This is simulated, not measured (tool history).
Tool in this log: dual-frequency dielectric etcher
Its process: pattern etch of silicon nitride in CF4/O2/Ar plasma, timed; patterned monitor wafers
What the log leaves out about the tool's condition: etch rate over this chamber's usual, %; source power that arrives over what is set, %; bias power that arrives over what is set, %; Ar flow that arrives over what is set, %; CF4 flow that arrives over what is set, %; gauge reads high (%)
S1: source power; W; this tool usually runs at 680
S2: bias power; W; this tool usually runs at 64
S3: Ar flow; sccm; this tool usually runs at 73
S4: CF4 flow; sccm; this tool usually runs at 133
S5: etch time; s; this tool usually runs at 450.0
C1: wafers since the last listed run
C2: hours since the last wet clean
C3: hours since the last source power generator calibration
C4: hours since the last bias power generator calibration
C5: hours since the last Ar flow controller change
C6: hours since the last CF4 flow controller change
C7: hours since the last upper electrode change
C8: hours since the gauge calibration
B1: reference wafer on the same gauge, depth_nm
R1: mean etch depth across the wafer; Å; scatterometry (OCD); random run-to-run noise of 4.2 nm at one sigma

run,hour,S1,S2,S3,S4,S5,C1,C2,C3,C4,C5,C6,C7,C8,B1,R1
1,0.0,680,55,58,116,401.5,0,558.3,3075.3,2743.3,317.4,5267.2,1722.2,101.1,1239.2,11018
# hour 53.0: wet clean of the chamber
2,53.5,840,64,73,133,377.0,126,0.5,3128.8,2796.8,370.9,5320.7,1775.7,154.6,1240.7,12523
3,103.2,580,64,73,108,450.0,213,50.2,3178.5,2846.5,420.6,5370.4,1825.4,204.3,1240.7,11135
4,169.7,680,54,59,133,450.0,285,116.7,3245.0,2913.0,487.1,5436.9,1891.9,270.8,1239.7,12438
5,207.6,680,64,73,133,450.0,162,154.6,3282.9,2950.9,525.0,5474.8,1929.8,308.7,1240.1,12750
# hour 268.4: source power generator calibrated
# hour 280.7: upper electrode replaced
6,281.2,680,64,73,133,450.0,245,228.2,12.8,3024.5,598.6,5548.4,0.5,382.3,1240.5,12319
7,340.9,680,64,73,109,450.0,255,287.9,72.5,3084.2,658.3,5608.1,60.2,442.0,1238.9,12224
# hour 463.6: CF4 flow controller replaced
# hour 524.2: bias power generator calibrated
8,541.7,680,64,73,133,450.0,817,488.7,273.3,17.5,859.1,78.1,261.0,642.8,1239.6,12527
9,566.4,680,64,73,133,450.0,105,513.4,298.0,42.2,883.8,102.8,285.7,667.5,1239.9,12503
# hour 634.9: wet clean of the chamber
10,724.1,550,64,73,133,450.0,573,89.2,455.7,199.9,1041.5,260.5,443.4,825.2,1239.2,10747
11,815.1,680,64,73,133,450.0,390,180.2,546.7,290.9,1132.5,351.5,534.4,916.2,1239.2,12532
12,841.6,680,64,73,133,450.0,113,206.7,573.2,317.4,1159.0,378.0,560.9,942.7,1239.6,12457
13,872.2,610,71,81,104,450.0,131,237.3,603.8,348.0,1189.6,408.6,591.5,973.3,1239.2,11478
14,896.7,680,64,73,133,367.0,105,261.8,628.3,372.5,1214.1,433.1,616.0,997.8,1240.9,10250
15,941.9,680,64,73,133,450.0,193,307.0,673.5,417.7,1259.3,478.3,661.2,1043.0,1239.5,12503
16,1001.6,680,58,73,133,450.0,255,366.7,733.2,477.4,1319.0,538.0,720.9,1102.7,1239.8,12302
17,1034.0,680,64,73,133,450.0,138,399.1,765.6,509.8,1351.4,570.4,753.3,1135.1,1240.5,12580
18,1095.2,800,57,73,118,450.0,262,460.3,826.8,571.0,1412.6,631.6,814.5,1196.3,1239.9,13574
19,1156.5,560,64,87,133,450.0,262,521.6,888.1,632.3,1473.9,692.9,875.8,1257.6,1239.5,10782
# hour 1219.2: wet clean of the chamber
20,1219.7,680,64,73,163,450.0,168,0.5,951.3,695.5,1537.1,756.1,939.0,1320.8,1239.6,12817
21,1271.6,680,64,73,157,505.5,222,52.4,1003.2,747.4,1589.0,808.0,990.9,1372.7,1240.0,14415

How would selected steps in R1 from run to run divide? Give the signed amount a tool lacking its hidden state would still show from settings, what came in and random variation, and the signed amount left for the hidden state, including any gauge scatter that is not in both of the compared results.
Run 5 -> 6: source power generator calibrated, upper electrode replaced. R1 -431 Å: hidden state -372, all else -59.
Run 7 -> 8: S4 109 -> 133, CF4 flow controller replaced, bias power generator calibrated. R1 +303 Å: hidden state +60, all else +243.
Run 14 -> 15: S5 367.0 -> 450.0. R1 +2253 Å: hidden state +34, all else +2219.
Run 18 -> 19: S1 800 -> 560, S2 57 -> 64, S3 73 -> 87, S4 118 -> 133. R1 -2792 Å: hidden state -32, all else -2760.
